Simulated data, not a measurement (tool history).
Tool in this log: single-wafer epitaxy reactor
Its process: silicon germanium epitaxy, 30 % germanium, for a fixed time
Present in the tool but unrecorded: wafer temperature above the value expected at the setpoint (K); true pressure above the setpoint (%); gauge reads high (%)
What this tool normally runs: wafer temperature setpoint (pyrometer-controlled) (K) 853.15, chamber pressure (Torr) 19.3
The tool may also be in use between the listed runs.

run,hour,wafer temperature setpoint (pyrometer-controlled) (K),chamber pressure (Torr),wafers since the last listed run,hours since the last pyrometer calibration,hours since the last manometer calibration,hours since the showerhead was replaced,hours since the gauge calibration,"read-back reference wafer on the same gauge, thickness_nm",mean film thickness on the monitor wafer (Å)
1,0.0,853.15,19.3,0,1742.4,1465.8,4386.4,785.8,43.080,379.11
2,117.8,853.15,19.3,2163,1860.2,1583.6,4504.2,903.6,43.159,379.48
3,179.6,858.15,19.3,1135,1922.0,1645.4,4566.0,965.4,43.110,423.03
4,233.6,858.15,19.3,991,1976.0,1699.4,4620.0,1019.4,43.084,423.55
5,280.4,853.15,19.3,859,2022.8,1746.2,4666.8,1066.2,43.076,379.89
6,343.3,853.15,19.3,1155,2085.7,1809.1,4729.7,1129.1,43.079,378.84
7,379.9,853.15,19.3,672,2122.3,1845.7,4766.3,1165.7,43.063,378.81
# hour 404.2: gauge calibrated
8,421.8,853.15,19.3,769,2164.2,1887.6,4808.2,17.6,43.112,381.90
9,491.5,853.15,19.3,1280,2233.9,1957.3,4877.9,87.3,43.075,380.28
# hour 516.5: capacitance manometer re-zeroed and calibrated
10,532.6,853.15,19.3,607,2275.0,16.1,4919.0,128.4,43.088,380.42
11,574.6,853.15,19.3,771,2317.0,58.1,4961.0,170.4,43.116,378.80
12,610.2,866.15,14.6,653,2352.6,93.7,4996.6,206.0,43.097,453.80
13,644.7,839.15,22.1,633,2387.1,128.2,5031.1,240.5,43.114,291.17
14,669.0,853.15,23.2,446,2411.4,152.5,5055.4,264.8,43.131,408.78
15,713.0,844.15,20.7,808,2455.4,196.5,5099.4,308.8,43.134,318.69
# hour 745.4: showerhead replaced
16,765.1,840.15,21.6,809,2507.5,248.6,19.7,360.9,43.103,296.49
17,790.3,839.15,19.3,462,2532.7,273.8,44.9,386.1,43.114,277.94

Estimate the outcome of run 18 from the log above:
# hour 861.4: pyrometer calibrated
18,861.9,853.15,19.3,1168,0.5,345.4,116.5,457.7,?,?

read-back reference wafer on the same gauge, thickness_nm: 43.108
mean film thickness on the monitor wafer (Å): 380.91
The same run, on a tool lacking any hidden state, would have yielded mean film thickness on the monitor wafer (Å) 380.91.
